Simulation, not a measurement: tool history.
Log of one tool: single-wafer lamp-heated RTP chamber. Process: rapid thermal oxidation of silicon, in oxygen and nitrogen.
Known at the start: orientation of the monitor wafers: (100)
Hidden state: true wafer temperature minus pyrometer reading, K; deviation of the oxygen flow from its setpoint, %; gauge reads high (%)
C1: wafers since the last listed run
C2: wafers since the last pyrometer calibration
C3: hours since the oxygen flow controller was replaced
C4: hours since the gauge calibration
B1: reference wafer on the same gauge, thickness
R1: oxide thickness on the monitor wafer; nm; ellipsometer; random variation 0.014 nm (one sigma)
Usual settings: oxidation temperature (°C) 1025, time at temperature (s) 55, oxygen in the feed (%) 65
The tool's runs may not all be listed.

Run 1, hour 0.0: usual settings but time at temperature (s) 49; C1 0; C2 2941; C3 4483.5; C4 268.4; B1 4.991. Result: R1 5.856 nm.
Run 2, hour 6.6: usual settings but time at temperature (s) 49; C1 34; C2 2975; C3 4490.1; C4 275.0; B1 4.989. Result: R1 5.861 nm.
Run 3, hour 18.0: usual settings but time at temperature (s) 49; C1 58; C2 3034; C3 4501.5; C4 286.4; B1 4.993. Result: R1 5.867 nm.
Run 4, hour 33.2: usual settings; C1 78; C2 3112; C3 4516.7; C4 301.6; B1 4.991. Result: R1 6.167 nm.
Run 5, hour 43.4: usual settings; C1 52; C2 3165; C3 4526.9; C4 311.8; B1 4.989. Result: R1 6.167 nm.
Run 6, hour 56.5: usual settings; C1 67; C2 3232; C3 4540.0; C4 324.9; B1 4.992. Result: R1 6.159 nm.
Run 7, hour 72.4: usual settings; C1 81; C2 3314; C3 4555.9; C4 340.8; B1 4.987. Result: R1 6.186 nm.
Run 8, hour 81.8: usual settings; C1 48; C2 3362; C3 4565.3; C4 350.2; B1 4.988. Result: R1 6.169 nm.
Run 9, hour 97.6: usual settings; C1 81; C2 3444; C3 4581.1; C4 366.0; B1 4.992. Result: R1 6.143 nm.
Run 10, hour 109.3: usual settings; C1 60; C2 3504; C3 4592.8; C4 377.7; B1 4.994. Result: R1 6.171 nm.
At hour 123.4: oxygen flow controller replaced.
Run 11, hour 124.6: usual settings; C1 37; C2 3542; C3 1.2; C4 393.0; B1 4.988. Result: R1 6.188 nm.
Run 12, hour 139.1: usual settings; C1 74; C2 3616; C3 15.7; C4 407.5; B1 4.992. Result: R1 6.151 nm.
Run 13, hour 156.2: usual settings but oxygen in the feed (%) 51; C1 88; C2 3704; C3 32.8; C4 424.6; B1 4.989. Result: R1 5.664 nm.
At hour 173.2: pyrometer window cleaned and pyrometer calibrated.
Run 14, hour 173.7: usual settings but oxygen in the feed (%) 51; C1 48; C2 2; C3 50.3; C4 442.1; B1 4.992. Result: R1 5.518 nm.
Run 15, hour 180.4: usual settings but time at temperature (s) 28; C1 34; C2 37; C3 57.0; C4 448.8; B1 4.989. Result: R1 4.520 nm.
At hour 185.7: gauge calibrated.
Run 16, hour 194.7: usual settings; C1 73; C2 110; C3 71.3; C4 9.0; B1 4.987. Result: R1 6.046 nm.
Run 17, hour 201.8: usual settings but oxygen in the feed (%) 74; C1 36; C2 147; C3 78.4; C4 16.1; B1 4.990. Result: R1 6.310 nm.
Run 18, hour 226.6: usual settings but oxidation temperature (°C) 1044, time at temperature (s) 78, oxygen in the feed (%) 57; C1 127; C2 275; C3 103.2; C4 40.9; B1 4.994. Result: R1 7.666 nm.
Run 19, hour 236.7: usual settings but time at temperature (s) 30; C1 52; C2 327; C3 113.3; C4 51.0; B1 4.992. Result: R1 4.672 nm.
Run 20, hour 254.7: usual settings but oxidation temperature (°C) 1007, time at temperature (s) 74, oxygen in the feed (%) 56; C1 92; C2 419; C3 131.3; C4 69.0; B1 4.992. Result: R1 5.737 nm.
Run 21, hour 269.6: usual settings; C1 76; C2 496; C3 146.2; C4 83.9; B1 4.987. Result: R1 6.064 nm.
Run 22, hour 276.8: usual settings; C1 37; C2 533; C3 153.4; C4 91.1; B1 4.988. Result: R1 6.062 nm.
Run 23, hour 293.6: usual settings but time at temperature (s) 82, oxygen in the feed (%) 46; C1 86; C2 620; C3 170.2; C4 107.9; B1 4.991. Result: R1 6.408 nm.
Run 24, hour 307.8: usual settings; C1 73; C2 693; C3 184.4; C4 122.1; B1 4.988. Result: R1 6.081 nm.
Run 25, hour 317.2: usual settings; C1 48; C2 741; C3 193.8; C4 131.5; B1 4.988. Result: R1 6.076 nm.
Run 26, hour 327.5: usual settings; C1 53; C2 794; C3 204.1; C4 141.8; B1 4.988. Result: R1 6.078 nm.
Run 27, hour 343.3: usual settings but oxidation temperature (°C) 1052, time at temperature (s) 41; C1 81; C2 876; C3 219.9; C4 157.6; B1 4.991. Result: R1 6.453 nm.
Run 28, hour 351.9: usual settings but oxidation temperature (°C) 1043, time at temperature (s) 29, oxygen in the feed (%) 36; C1 44; C2 920; C3 228.5; C4 166.2; B1 4.990. Result: R1 4.303 nm.
Run 29, hour 369.6: usual settings but oxidation temperature (°C) 1004, time at temperature (s) 81, oxygen in the feed (%) 55; C1 91; C2 1011; C3 246.2; C4 183.9; B1 4.992. Result: R1 5.862 nm.

Forecast each of these 3 alternatives for the next run:
Run A, hour 370.1: usual settings; C1 2; C2 1014; C3 246.7; C4 184.4; B1 ?. Result: R1 ?.
Run B, hour 370.1: usual settings but oxygen in the feed (%) 48; C1 2; C2 1014; C3 246.7; C4 184.4; B1 ?. Result: R1 ?.
Run C, hour 370.1: usual settings but oxygen in the feed (%) 89; C1 2; C2 1014; C3 246.7; C4 184.4; B1 ?. Result: R1 ?.

run     B1     R1
  A  4.988  6.095
  B  4.988  5.489
  C  4.988  6.806
Without the tool's hidden state the same runs would have given:
run     R1
  A  6.000
  B  5.405
  C  6.699
